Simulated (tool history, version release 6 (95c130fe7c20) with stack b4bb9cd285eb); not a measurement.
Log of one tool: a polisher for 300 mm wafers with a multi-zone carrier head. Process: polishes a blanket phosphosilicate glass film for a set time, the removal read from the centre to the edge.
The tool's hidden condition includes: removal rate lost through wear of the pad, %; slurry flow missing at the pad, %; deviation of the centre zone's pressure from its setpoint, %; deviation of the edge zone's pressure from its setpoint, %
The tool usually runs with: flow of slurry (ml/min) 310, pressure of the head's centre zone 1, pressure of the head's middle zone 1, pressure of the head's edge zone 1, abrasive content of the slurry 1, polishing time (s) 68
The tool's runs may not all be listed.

run   hour  flow of slurry (ml/min)  pressure of the head's centre zone  pressure of the head's middle zone  pressure of the head's edge zone  abrasive content of the slurry  polishing time (s)  wafers since the last listed run  wafers polished on this pad  hours since the slurry nozzle was cleaned  hours since the centre zone pressure was calibrated  hours since the edge zone pressure was calibrated  hours since the carrier head's membrane was replaced  incoming thickness of the incoming film, nm  film removed at the wafer's centre (nm)  film removed at mid-radius (nm)  film removed at the wafer's edge (nm)
  1      0                      310                                0.97                                   1                                 1                            0.85                  68                                 0                         2336                                        387                                                  844                                             1282.3                                                 181.6                                         4244                                    410.8                            427.3                                  418.6
  2   44.6                      310                                1.05                                   1                                 1                               1                  61                               307                         2644                                      431.6                                                888.6                                             1326.9                                                 226.2                                       4248.9                                    416.1                            405.2                                    395
  3   76.3                      310                                   1                                   1                                 1                               1                  68                               218                         2862                                      463.3                                                920.3                                             1358.6                                                 257.9                                       4289.8                                    440.7                            445.3                                  451.3
      80.1  -- edge zone pressure recalibrated
     137.5  -- worn pad replaced by a new one
  4  188.1                      310                                   1                                   1                                 1                             1.2                  60                               730                          349                                      575.1                                               1032.1                                                108                                                 369.7                                       4284.7                                    403.6                            420.3                                  409.7
       212  -- slurry nozzle cleaned
  5  252.4                      310                                   1                                   1                                 1                             0.9                  68                               436                          785                                       40.4                                               1096.4                                              172.3                                                   434                                       4221.9                                    424.4                              434                                  441.5
  6  314.1                      310                                   1                                   1                                 1                               1                  68                               425                         1211                                      102.1                                               1158.1                                                234                                                 495.7                                       4285.9                                    450.7                            452.1                                  447.7
     373.7  -- centre zone pressure recalibrated
  7  382.9                      310                                   1                                   1                                 1                               1                  68                               460                         1672                                      170.9                                                  9.2                                              302.8                                                 564.5                                       4232.7                                    446.3                              450                                  451.2
  8  448.7                      310                                   1                                   1                                 1                               1                  68                               454                         2126                                      236.7                                                   75                                              368.6                                                 630.3                                       4274.8                                    438.3                            448.1                                  453.1
  9  518.4                      310                                   1                                   1                                 1                               1                  51                               481                         2607                                      306.4                                                144.7                                              438.3                                                   700                                       4290.1                                    343.9                            337.7                                  334.9
 10  580.5                      310                                   1                                   1                              0.94                             0.7                  68                               428                         3036                                      368.5                                                206.8                                              500.4                                                 762.1                                       4257.4                                      396                            391.3                                    380
 11  612.5                      310                                   1                                1.09                                 1                               1                  61                               220                         3257                                      400.5                                                238.8                                              532.4                                                 794.1                                         4278                                    398.2                            425.5                                  394.3
     618.3  -- worn pad replaced by a new one
 12  658.7                      310                                   1                                1.03                              1.06                             1.2                  68                               291                          278                                      446.7                                                  285                                              578.6                                                 840.3                                       4294.1                                    468.3                            488.7                                  487.5
 13  688.3                      255                                 0.9                                   1                                 1                               1                  68                               204                          483                                      476.3                                                314.6                                              608.2                                                 869.9                                       4271.4                                    393.9                            427.2                                  430.1
 14  744.8                      250                                0.93                                   1                                 1                               1                  85                               389                          873                                      532.8                                                371.1                                              664.7                                                 926.4                                       4290.5                                    497.8                              526                                  526.7
     759.3  -- slurry nozzle cleaned
 15  816.6                      260                                   1                                   1                                 1                               1                  52                               488                         1361                                       57.3                                                442.9                                              736.5                                                 998.2                                       4329.2                                    340.8                            344.2                                  345.3
 16  847.3                      310                                   1                                   1                                 1                               1                  68                               211                         1573                                         88                                                473.6                                              767.2                                                1028.9                                       4306.5                                    462.8                            456.1                                  455.1
 17  909.7                      310                                   1                                   1                              0.92                               1                  68                               430                         2004                                      150.4                                                  536                                              829.6                                                1091.3                                         4284                                    453.6                            456.2                                  427.4
 18  956.1                      310                                1.04                                0.94                                 1                               1                  68                               320                         2324                                      196.8                                                582.4                                                876                                                1137.7                                       4209.6                                    468.7                            431.6                                  444.7

Predict the results of run 19:
      987.4  -- worn pad replaced by a new one
 19  1004.8                      250                                1.11                                   1                                 1                             1.2                  68                               308                          120                                      245.5                                                631.1                                              924.7                                                1186.4                                       4343.3                                        ?                                ?                                      ?

For run 19 the tool returned film removed at the wafer's centre (nm) 512.9, film removed at mid-radius (nm) 467.7, film removed at the wafer's edge (nm) 473.7.
With the hidden condition absent and the run-to-run variation left alone, this run would have shown film removed at the wafer's centre (nm) 520.3, film removed at mid-radius (nm) 473.7, film removed at the wafer's edge (nm) 478.3.
